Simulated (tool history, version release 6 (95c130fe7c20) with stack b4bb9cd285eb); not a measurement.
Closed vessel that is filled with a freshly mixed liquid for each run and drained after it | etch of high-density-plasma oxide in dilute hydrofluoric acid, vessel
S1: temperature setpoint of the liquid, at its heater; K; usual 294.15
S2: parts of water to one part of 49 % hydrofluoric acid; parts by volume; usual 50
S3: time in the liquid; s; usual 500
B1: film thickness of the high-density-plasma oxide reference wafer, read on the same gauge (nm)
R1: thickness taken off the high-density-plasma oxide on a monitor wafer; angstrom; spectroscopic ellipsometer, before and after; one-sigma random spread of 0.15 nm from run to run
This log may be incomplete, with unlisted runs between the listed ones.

run	day	S1	S2	S3	B1	R1
1	0	294.15	50	500	110.01	452.8
2	2.892	294.15	50	500	109.99	451.9
3	7.088	294.15	35	500	110	657.5
4	10.65	294.15	35	500	110.01	657.9
5	14.483	294.15	35	500	109.99	655.9
6	18.717	296.15	50	725	110.01	706.7
7	21.842	296.15	50	725	110	704.9
8	23.779	296.15	50	725	109.94	704.4
9	26.596	294.15	50	685	110.01	610.1
# day 30.708: hydrofluoric acid flow meter replaced
10	31.071	294.15	50	685	110	606.6
11	32.896	294.15	55	500	110	402.7
# day 35.308: thermometer replaced
12	37	294.15	55	500	110	409.3
# day 37.767: gauge calibrated
13	41.317	294.15	50	500	110.02	450
14	44.242	292.65	50	500	109.96	422.4
15	46.688	290.65	60	715	110.04	458.7
16	48.529	296.65	50	500	110.02	499.3
17	50.642	294.15	50	500	110.03	448.6
18	54.525	296.65	70	330	110.01	229.1
19	59.021	292.15	60	500	110.01	338.2
20	62.138	294.15	50	685	109.98	612.1
21	63.992	294.15	50	500	109.99	447.1
22	68.483	296.65	75	215	109.98	136.3
23	70.821	297.15	25	210	110	436
24	74.05	294.15	50	500	109.96	440
# day 74.429: thermometer replaced
25	76.329	294.15	50	500	110.01	452.2
26	80.208	294.15	50	500	110	452.2
27	83.758	297.65	55	700	110.04	659.8

The same runs without the tool's hidden state, with the same run-to-run variation:
Hidden state present: liquid colder than its thermometer reads (K); hydrofluoric acid flow above the setpoint (%); gauge reads high (%).
run	R1
1	453.4
2	453.4
3	661.7
4	663.8
5	663.5
6	716.8
7	716.4
8	717.1
9	622.3
10	620.9
11	412.6
12	410.1
13	452.3
14	425.5
15	462.9
16	504.3
17	453.9
18	232.3
19	344.2
20	624.4
21	456.6
22	139.5
23	447.3
24	452.4
25	454.1
26	455.5
27	666
